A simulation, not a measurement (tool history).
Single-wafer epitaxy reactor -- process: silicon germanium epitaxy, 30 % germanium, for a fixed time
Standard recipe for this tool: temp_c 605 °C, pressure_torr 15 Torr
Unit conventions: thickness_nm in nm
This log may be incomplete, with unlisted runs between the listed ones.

run,hour,temp_c,pressure_torr,wafers since the last listed run,hours since the last pyrometer calibration,hours since the last manometer calibration,hours since the showerhead was replaced,hours since the gauge calibration,"read-back reference wafer on the same gauge, thickness_nm",thickness_nm
1,0,605,15,0,1148.4,2708.8,5795.6,3.2,55.413,53.472
2,9.6,605,15,203,1158,2718.4,5805.2,12.8,55.594,53.404
3,27.1,605,15,370,1175.5,2735.9,5822.7,30.3,55.448,52.906
4,40.3,605,15,279,1188.7,2749.1,5835.9,43.5,55.467,53.265
5,46.7,605,15,135,1195.1,2755.5,5842.3,49.9,55.495,52.925
6,95.7,605,15,1037,1244.1,2804.5,5891.3,98.9,55.478,52.914
7,108.6,605,15,273,1257,2817.4,5904.2,111.8,55.529,52.252
# hour 121.4: capacitance manometer re-zeroed and calibrated
8,121.9,605,15,112,1270.3,0.5,5917.5,125.1,55.561,52.431
9,129.3,602,13.5,156,1277.7,7.9,5924.9,132.5,55.471,45.887
10,136.2,605,15.9,146,1284.6,14.8,5931.8,139.4,55.536,53.996
11,147.6,605,15.9,241,1296,26.2,5943.2,150.8,55.497,54.474
12,166.4,605,15,398,1314.8,45,5962,169.6,55.465,51.626
13,181.4,605,15,317,1329.8,60,5977,184.6,55.51,52.03

The next listed run, before its measurement:
14,196.4,616,13,317,1344.8,75,5992,199.6,?,?

read-back reference wafer on the same gauge, thickness_nm: 55.488
thickness_nm: 59.44 nm
If the tool had no hidden condition, the same run with the same run-to-run variation would have returned thickness_nm 65.471 nm.

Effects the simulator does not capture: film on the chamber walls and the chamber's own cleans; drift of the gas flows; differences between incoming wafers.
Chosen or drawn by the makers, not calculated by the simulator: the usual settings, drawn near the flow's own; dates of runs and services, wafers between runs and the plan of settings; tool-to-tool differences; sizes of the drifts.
